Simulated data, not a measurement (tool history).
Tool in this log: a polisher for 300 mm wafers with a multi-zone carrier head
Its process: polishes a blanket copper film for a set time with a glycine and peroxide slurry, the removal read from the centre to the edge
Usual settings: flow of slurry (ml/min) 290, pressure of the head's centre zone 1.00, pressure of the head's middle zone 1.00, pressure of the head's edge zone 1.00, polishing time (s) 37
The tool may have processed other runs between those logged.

run    hour  flow of slurry (ml/min)  pressure of the head's centre zone  pressure of the head's middle zone  pressure of the head's edge zone  polishing time (s)  incoming thickness of the incoming film, nm  film removed at the wafer's centre (angstrom)  film removed at mid-radius (angstrom)  film removed at the wafer's edge (angstrom)
  1     0.0                      290                                1.11                                0.88                              1.00                  37                                       1988.1                                           2617                                   2069                                         2340
       25.4  -- carrier head's membrane replaced by a new one
      199.7  -- worn pad replaced by a new one
      272.1  -- centre zone pressure recalibrated
  2   316.0                      355                                1.08                                1.00                              1.00                  37                                       1987.6                                           2802                                   2544                                         2527
  3   405.7                      290                                1.00                                1.00                              1.00                  37                                       1976.9                                           2605                                   2462                                         2484
  4   447.1                      290                                1.00                                1.00                              1.00                  37                                       1955.4                                           2520                                   2434                                         2503
  5   484.2                      290                                1.00                                1.00                              1.00                  37                                       2013.3                                           2509                                   2448                                         2458
  6   539.4                      290                                0.90                                1.00                              1.00                  26                                       1989.3                                           1609                                   1693                                         1736
      575.7  -- edge zone pressure recalibrated
  7   610.9                      290                                1.06                                1.00                              1.00                  37                                       1995.8                                           2617                                   2382                                         2422
  8   659.9                      385                                1.00                                1.00                              1.04                  37                                       1984.5                                           2539                                   2434                                         2458
      684.1  -- slurry nozzle cleaned
  9   751.2                      320                                1.00                                1.00                              1.00                  33                                       1971.9                                           2144                                   2092                                         2128
      835.5  -- worn pad replaced by a new one
 10   845.5                      290                                1.00                                1.00                              1.00                  37                                       1965.8                                           2544                                   2515                                         2544
 11   893.8                      290                                1.00                                1.00                              0.96                  41                                       1993.2                                           2849                                   2756                                         2783
 12   936.2                      290                                0.94                                1.03                              1.03                  37                                       2007.0                                           2435                                   2564                                         2575
 13   978.2                      290                                1.00                                0.90                              1.00                  47                                       1981.2                                           3235                                   2871                                         3237
 14  1080.3                      255                                0.96                                0.92                              1.00                  47                                       2000.0                                           3000                                   2879                                         3151
 15  1142.7                      290                                1.00                                1.00                              1.00                  37                                       1993.3                                           2512                                   2473                                         2436
 16  1211.0                      315                                0.96                                1.00                              1.00                  37                                       1960.5                                           2460                                   2422                                         2506
 17  1262.4                      290                                0.90                                1.00                              1.00                  37                                       1969.5                                           2272                                   2416                                         2444
 18  1310.3                      290                                0.92                                0.96                              1.00                  42                                       2004.3                                           2589                                   2641                                         2738

For run 19, what comes out?
     1351.1  -- carrier head's membrane replaced by a new one
 19  1373.8                      235                                1.08                                1.04                              1.00                  37                                       2003.2                                              ?                                      ?                                            ?

Run 19 came out at film removed at the wafer's centre (angstrom) 2486, film removed at mid-radius (angstrom) 2373, film removed at the wafer's edge (angstrom) 2327.
Without the tool's hidden state the same run would have given film removed at the wafer's centre (angstrom) 2660, film removed at mid-radius (angstrom) 2539, film removed at the wafer's edge (angstrom) 2490.
